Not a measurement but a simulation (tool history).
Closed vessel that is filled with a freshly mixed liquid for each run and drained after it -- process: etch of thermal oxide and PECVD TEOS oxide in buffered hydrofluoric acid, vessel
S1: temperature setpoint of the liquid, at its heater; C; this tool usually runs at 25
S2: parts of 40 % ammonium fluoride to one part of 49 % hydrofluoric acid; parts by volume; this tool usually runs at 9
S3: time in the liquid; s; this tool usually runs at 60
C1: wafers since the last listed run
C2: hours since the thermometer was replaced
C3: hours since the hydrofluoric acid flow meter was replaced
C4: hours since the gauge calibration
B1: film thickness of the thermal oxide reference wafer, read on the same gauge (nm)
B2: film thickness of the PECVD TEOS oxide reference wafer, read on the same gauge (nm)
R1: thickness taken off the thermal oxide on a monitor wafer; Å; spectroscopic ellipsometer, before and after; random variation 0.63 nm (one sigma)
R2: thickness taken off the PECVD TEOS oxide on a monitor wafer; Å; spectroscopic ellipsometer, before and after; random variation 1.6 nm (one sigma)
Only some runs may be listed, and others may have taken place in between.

run    hour    S1    S2  S3    C1      C2      C3      C4     B1      B2      R1      R2
  1       0    25     9  60     0   294.8   258.1  1904.6  70.02  139.99   859.5  2248.3
  2    62.9    25     9  60  7192   357.7     321  1967.5  70.03  140.01   861.5    2227
  3   119.5  20.5  12.5  60  6472   414.3   377.6  2024.1  69.99  139.94   519.6  1316.7
  4   176.9    28     9  60  6563   471.7     435  2081.5  70.01  139.98  1022.6  2592.3
      179.5  -- gauge calibrated
  5   204.2    25     9  75  3121     499   462.3    24.7  70.03     140    1095  2833.1
      229.1  -- thermometer replaced, repeated, since the last time left the tool worse
  6   261.7    21   7.5  60  6460    32.6   519.8    82.2  70.02  140.02   797.3  2029.1
  7   319.7  27.5     7  60  6632    90.6   577.8   140.2     70  139.99  1226.7  3179.5
  8   362.8  22.5  10.5  30  4928   133.7   620.9   183.3  69.97     140   318.1     817
  9   391.3  27.5     7  60  3259   162.2   649.4   211.8  70.03  140.03  1201.4  3197.3
 10     424  29.5     9  60  3739   194.9   682.1   244.5  70.02     140  1034.3  2659.4
 11   486.7    25     9  60  7169   257.6   744.8   307.2  70.03     140   826.9  2132.1
 12   522.4  23.5     7  50  4082   293.3   780.5   342.9  69.98     140   823.6  2160.3
 13   575.2    22     9  45  6037   346.1   833.3   395.7  70.03  139.99   528.6  1340.5
 14   642.5    25     6  60  7695   413.4   900.6     463  69.98  139.99  1230.7  3207.3
 15   712.6    25     9  60  8016   483.5   970.7   533.1  69.96  140.01   826.9    2128
 16     777    25  10.5  45  7364   547.9  1035.1   597.5  69.98  140.04   548.8  1442.5
 17   809.4    25     9  30  3705   580.3  1067.5   629.9  70.02  140.02   416.8  1048.4
 18   873.3    22    12  60  7307   644.2  1131.4   693.8  70.02  139.95   547.9  1411.6
 19   898.1    21     9  60  2835     669  1156.2   718.6  70.01  140.01   658.5  1722.3
 20   961.4    28    12  40  7238   732.3  1219.5   781.9  69.96  140.03   509.1  1323.8
 21    1022  27.5     7  60  6929   792.9  1280.1   842.5  70.03  140.02  1235.9  3207.2
 22  1089.6    23     9  30  7730   860.5  1347.7   910.1  70.03  139.97   371.1   972.1
 23  1144.3    25     9  60  6255   915.2  1402.4   964.8  69.95  140.03   836.3  2109.8
 24  1214.6    25     9  60  8038   985.5  1472.7  1035.1  70.01  140.02   831.6  2137.2
 25  1273.6  28.5     9  60  6746  1044.5  1531.7  1094.1  69.99  140.05   994.5  2558.7
 26  1318.7    23     9  60  5157  1089.6  1576.8  1139.2  70.01  140.04   738.5    1945

Across each entry between runs, compare the hidden state at the last listed run before it with the hidden state at the first listed run after it:
Run 4 -> run 5: gauge calibrated (hour 179.5)
  liquid hotter than its thermometer reads (K): 1.52 -> 1.53
  measured less the result without the state, R1: +78.9 -> +86.6 Å; R2: +200 -> +224.1 Å
Run 5 -> run 6: thermometer replaced, repeated, since the last time left the tool worse (hour 229.1)
  liquid hotter than its thermometer reads (K): 1.53 -> 0.252
  measured less the result without the state, R1: +86.6 -> +10.9 Å; R2: +224.1 -> +27.9 Å
